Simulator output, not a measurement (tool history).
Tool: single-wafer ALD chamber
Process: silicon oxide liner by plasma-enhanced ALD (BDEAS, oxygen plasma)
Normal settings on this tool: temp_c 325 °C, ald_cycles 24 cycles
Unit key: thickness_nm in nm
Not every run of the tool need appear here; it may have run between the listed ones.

| run | hour | temp_c | ald_cycles | wafers since the last listed run | hours since the last thermocouple change | hours since the gauge calibration | read-back reference wafer on the same gauge, thickness_nm | thickness_nm |
|---|---|---|---|---|---|---|---|---|
| 1 | 0 | 325 | 24 | 0 | 1150 | 11.1 | 1.761 | 2.167 |
| 2 | 66.3 | 325 | 24 | 670 | 1216.3 | 77.4 | 1.762 | 2.173 |
| 3 | 99.6 | 325 | 24 | 336 | 1249.6 | 110.7 | 1.758 | 2.165 |
| 4 | 138.8 | 325 | 24 | 396 | 1288.8 | 149.9 | 1.758 | 2.176 |
| 5 | 164.7 | 325 | 24 | 262 | 1314.7 | 175.8 | 1.761 | 2.176 |
| 6 | 201.6 | 325 | 24 | 373 | 1351.6 | 212.7 | 1.759 | 2.181 |
| 7 | 240.6 | 325 | 24 | 394 | 1390.6 | 251.7 | 1.76 | 2.175 |
| 8 | 298.1 | 325 | 24 | 581 | 1448.1 | 309.2 | 1.758 | 2.173 |
|  | 313.1 | thermocouple changed; heater temperature recalibrated |
| 9 | 322.2 | 325 | 24 | 162 | 9.1 | 333.3 | 1.759 | 2.177 |
| 10 | 365.9 | 325 | 24 | 442 | 52.8 | 377 | 1.761 | 2.178 |
| 11 | 395.5 | 317 | 21 | 299 | 82.4 | 406.6 | 1.76 | 1.931 |
| 12 | 447.8 | 318 | 23 | 529 | 134.7 | 458.9 | 1.758 | 2.1 |
| 13 | 499.3 | 325 | 24 | 521 | 186.2 | 510.4 | 1.76 | 2.179 |
|  | 540.8 | gauge calibrated |
| 14 | 548.2 | 325 | 24 | 494 | 235.1 | 7.4 | 1.76 | 2.184 |
| 15 | 617.7 | 311 | 28 | 703 | 304.6 | 76.9 | 1.761 | 2.581 |
| 16 | 647.1 | 312 | 27 | 297 | 334 | 106.3 | 1.76 | 2.492 |
| 17 | 717.3 | 317 | 27 | 710 | 404.2 | 176.5 | 1.763 | 2.485 |
| 18 | 750.1 | 329 | 27 | 331 | 437 | 209.3 | 1.759 | 2.436 |
| 19 | 804 | 335 | 26 | 545 | 490.9 | 263.2 | 1.76 | 2.326 |
| 20 | 829.4 | 319 | 21 | 256 | 516.3 | 288.6 | 1.759 | 1.927 |

What the log doesn't show, run by run:
wafer temperature above the value expected at the setpoint (K): 0 on each run
gauge reads high (%): 0 on each run
